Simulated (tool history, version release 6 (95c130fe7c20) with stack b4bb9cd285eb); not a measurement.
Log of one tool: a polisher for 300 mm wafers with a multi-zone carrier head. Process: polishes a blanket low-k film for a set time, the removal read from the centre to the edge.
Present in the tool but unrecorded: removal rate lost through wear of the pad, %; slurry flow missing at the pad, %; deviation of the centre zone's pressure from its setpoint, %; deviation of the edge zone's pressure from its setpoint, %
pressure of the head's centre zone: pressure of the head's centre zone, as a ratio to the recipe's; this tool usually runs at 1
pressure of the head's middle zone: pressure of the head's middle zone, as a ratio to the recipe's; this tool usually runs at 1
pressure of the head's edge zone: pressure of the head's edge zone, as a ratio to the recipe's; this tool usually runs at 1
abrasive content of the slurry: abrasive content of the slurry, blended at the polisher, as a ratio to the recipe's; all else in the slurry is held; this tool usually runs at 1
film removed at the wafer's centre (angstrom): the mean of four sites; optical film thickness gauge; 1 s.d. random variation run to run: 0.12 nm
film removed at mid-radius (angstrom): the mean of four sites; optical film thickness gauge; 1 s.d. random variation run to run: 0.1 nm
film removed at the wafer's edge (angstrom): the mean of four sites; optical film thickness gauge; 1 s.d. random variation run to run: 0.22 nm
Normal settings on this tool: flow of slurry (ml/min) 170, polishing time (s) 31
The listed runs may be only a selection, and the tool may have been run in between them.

run	hour	flow of slurry (ml/min)	pressure of the head's centre zone	pressure of the head's middle zone	pressure of the head's edge zone	abrasive content of the slurry	polishing time (s)	wafers since the last listed run	wafers polished on this pad	hours since the slurry nozzle was cleaned	hours since the centre zone pressure was calibrated	hours since the edge zone pressure was calibrated	hours since the carrier head's membrane was replaced	incoming thickness of the incoming film, nm	film removed at the wafer's centre (angstrom)	film removed at mid-radius (angstrom)	film removed at the wafer's edge (angstrom)
1	0	170	1	1	1	1	31	0	117	23.3	1508.6	987.5	111.9	497.6	154	152	152
2	13.3	170	1	1	1	1	31	82	200	36.6	1521.9	1000.8	125.2	496	153	151	153
3	32.6	170	1.06	1	1	1.15	31	120	320	55.9	1541.2	1020.1	144.5	501.2	176	162	162
# hour 49.5: centre zone pressure recalibrated
4	68	170	1	1.09	1	0.9	31	207	528	91.3	18.5	1055.5	179.9	502.2	143	153	146
5	83.5	170	0.94	1.12	1	1	31	96	624	106.8	34	1071	195.4	497.3	142	165	151
# hour 98: edge zone pressure recalibrated
6	112.7	210	1	1	1	1	31	169	793	136	63.2	14.7	224.6	490.4	156	154	158
7	127.3	170	1	1	1	1.25	31	90	884	150.6	77.8	29.3	239.2	495	166	164	168
8	148.2	115	1.06	1	1.07	1	36	129	1014	171.5	98.7	50.2	260.1	500.6	167	155	174
9	177.9	170	1	0.89	1	1	31	184	1199	201.2	128.4	79.9	289.8	499.7	146	132	150
# hour 199.6: worn pad replaced by a new one
10	200.1	170	1	1	1	1	31	113	2	223.4	150.6	102.1	312	492.6	154	153	156
11	221.2	115	1	1	1	1	31	131	134	244.5	171.7	123.2	333.1	495.2	138	139	149
12	245.6	170	1	1.04	1.12	0.8	22	151	285	268.9	196.1	147.6	357.5	492.2	97	98	104
13	275.4	200	1.09	1	0.96	1	31	185	471	298.7	225.9	177.4	387.3	498.1	171	155	154
14	303.5	170	1	1	1.1	1	31	174	645	326.8	254	205.5	415.4	503.3	150	151	161
# hour 311: slurry nozzle cleaned
15	323.8	170	1	1	1	1	31	120	766	12.8	274.3	225.8	435.7	503.2	153	150	153
16	349.9	170	1	1	1.06	1	31	162	928	38.9	300.4	251.9	461.8	504.9	150	147	155
17	371.2	170	1.07	1	1	1	31	132	1060	60.2	321.7	273.2	483.1	498.1	159	148	149
# hour 390.1: worn pad replaced by a new one
18	405.4	170	1.1	0.95	1	1.25	31	187	95	94.4	355.9	307.4	517.3	493.8	187	161	171
19	420.3	170	1.07	1.1	1	0.9	35	92	187	109.3	370.8	322.3	532.2	500	176	174	166
20	437.3	170	1.07	1	1	1	31	105	293	126.3	387.8	339.3	549.2	503.2	163	149	157
21	451.4	170	1	0.9	0.89	0.7	35	87	381	140.4	401.9	353.4	563.3	496.7	142	128	134
22	477.8	170	1	1	1	0.9	31	164	545	166.8	428.3	379.8	589.7	497.8	142	142	145
23	509.9	170	1	1	1	1	31	199	745	198.9	460.4	411.9	621.8	496.8	153	148	151

3 ways to go on from here, each from the tool as it stands after run 23. What would each give?
A	510.3	170	1	1	1	1	31	2	747	199.3	460.8	412.3	622.2	497.8	?	?	?
B	510.3	170	0.91	1	0.96	0.8	31	2	747	199.3	460.8	412.3	622.2	497.8	?	?	?
C	510.3	215	1.03	1	1	1.1	28	2	747	199.3	460.8	412.3	622.2	497.8	?	?	?

run	film removed at the wafer's centre (angstrom)	film removed at mid-radius (angstrom)	film removed at the wafer's edge (angstrom)
A	151	151	150
B	121	134	130
C	153	149	146
With the hidden condition removed and each run's random variation left untouched, the same runs would have given:
run	film removed at the wafer's centre (angstrom)	film removed at mid-radius (angstrom)	film removed at the wafer's edge (angstrom)
A	154	154	153
B	124	137	133
C	156	152	149
